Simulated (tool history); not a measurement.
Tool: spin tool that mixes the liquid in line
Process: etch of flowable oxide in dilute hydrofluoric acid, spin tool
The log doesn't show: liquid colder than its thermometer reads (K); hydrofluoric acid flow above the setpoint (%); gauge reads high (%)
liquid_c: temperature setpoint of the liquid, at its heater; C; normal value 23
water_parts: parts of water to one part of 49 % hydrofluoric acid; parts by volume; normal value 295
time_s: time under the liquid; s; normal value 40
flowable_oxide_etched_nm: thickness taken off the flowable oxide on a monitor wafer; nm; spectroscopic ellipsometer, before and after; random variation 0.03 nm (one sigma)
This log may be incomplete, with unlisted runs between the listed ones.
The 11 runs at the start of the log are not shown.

run	day	liquid_c	water_parts	time_s	wafers since the last listed run	hours since the thermometer was replaced	hours since the hydrofluoric acid flow meter was replaced	hours since the gauge calibration	read-back film thickness of the flowable oxide reference wafer, read on the same gauge (nm)	flowable_oxide_etched_nm
12	14.346	20.5	210	40	306	261.8	119.9	1079.5	90.049	7.155
13	15	23	155	40	139	277.5	135.6	1095.2	90.016	11.265
14	16.15	23	295	40	245	305.1	163.2	1122.8	90.017	5.127
# day 16.533: gauge calibrated
15	16.925	27.5	295	65	165	323.7	181.8	9.4	90.034	9.763
16	18.067	25	170	20	243	351.1	209.2	36.8	90.021	5.432
17	20.558	23	340	40	531	410.9	269	96.6	89.963	4.282
18	21.383	23	435	60	176	430.7	288.8	116.4	90.01	4.69
# day 21.708: hydrofluoric acid flow meter replaced, repeated, since the last time left the tool worse
19	21.9	25	295	20	101	443.1	4.6	128.8	89.968	2.382
20	22.904	23	295	50	214	467.2	28.7	152.9	90.011	5.542
21	24.146	23	240	40	264	497	58.5	182.7	89.996	5.765
22	24.7	23	295	40	118	510.3	71.8	196	89.975	4.517
23	25.812	24.5	440	20	237	537	98.5	222.7	90.032	1.368
24	26.379	23	295	20	120	550.6	112.1	236.3	89.984	2.235
25	29.55	23	295	40	676	626.7	188.2	312.4	90.015	4.47
26	30.338	24.5	345	60	168	645.6	207.1	331.3	89.944	5.805
27	31.425	23	295	25	232	671.7	233.2	357.4	90.03	2.792
28	32.65	20.5	415	40	261	701.1	262.6	386.8	90.021	2.658
29	33.567	23	295	40	195	723.1	284.6	408.8	90.009	4.519
30	34.362	18.5	195	50	169	742.2	303.7	427.9	90.012	7.981
31	35.242	23	190	50	187	763.3	324.8	449	90.003	9.843
32	36.162	27.5	360	40	196	785.4	346.9	471.1	90.042	4.096
33	37.271	19.5	420	50	236	812	373.5	497.7	90.023	3.168
34	38.1	25.5	425	40	176	831.9	393.4	517.6	90.001	3.068

Below are 3 alternative next runs, each starting from the tool's condition after run 34. Predict each:
A	38.117	23	295	40	3	832.3	393.8	518	?	?
B	38.117	20.5	180	40	3	832.3	393.8	518	?	?
C	38.117	25	230	50	3	832.3	393.8	518	?	?

run	read-back film thickness of the flowable oxide reference wafer, read on the same gauge (nm)	flowable_oxide_etched_nm
A	90	4.582
B	90	7.642
C	90	8.412
Had the tool no hidden state, the same runs would have come out as:
run	flowable_oxide_etched_nm
A	4.415
B	7.386
C	8.115
